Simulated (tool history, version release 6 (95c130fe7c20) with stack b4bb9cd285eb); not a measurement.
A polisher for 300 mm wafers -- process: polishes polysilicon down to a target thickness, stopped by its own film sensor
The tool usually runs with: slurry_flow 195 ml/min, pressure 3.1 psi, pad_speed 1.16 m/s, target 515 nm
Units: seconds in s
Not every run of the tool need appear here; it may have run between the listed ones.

run,hour,slurry_flow,pressure,pad_speed,target,"incoming thickness of the incoming film, nm",seconds
1,0,195,3.1,1.16,515,941.6,37.9
2,47,195,3.1,1.16,515,936,38.2
3,132.2,195,3.1,1.16,515,948.5,41
# hour 161.2: worn pad replaced by a new one
4,236.2,195,3.1,1.16,515,945,38.8
5,273.4,195,3.1,1.16,515,933.1,39.2
6,324.5,195,3.1,1.16,515,951.8,41.8
# hour 380.5: head pressure recalibrated
# hour 384.1: worn pad replaced by a new one
# hour 403.7: slurry nozzle cleaned
7,422.9,195,3.6,1.16,515,947.2,33.5
8,524,195,3.8,0.86,515,925.6,43.2
9,570.4,195,2.5,0.76,515,943.3,67.7

Forecast run 10:
# hour 613: worn pad replaced by a new one
10,637,195,3.1,1.16,515,925.8,?

Run 10 produced seconds 34.3 s.
Minus the tool's unlogged condition, the same run would have read seconds 34.2 s.
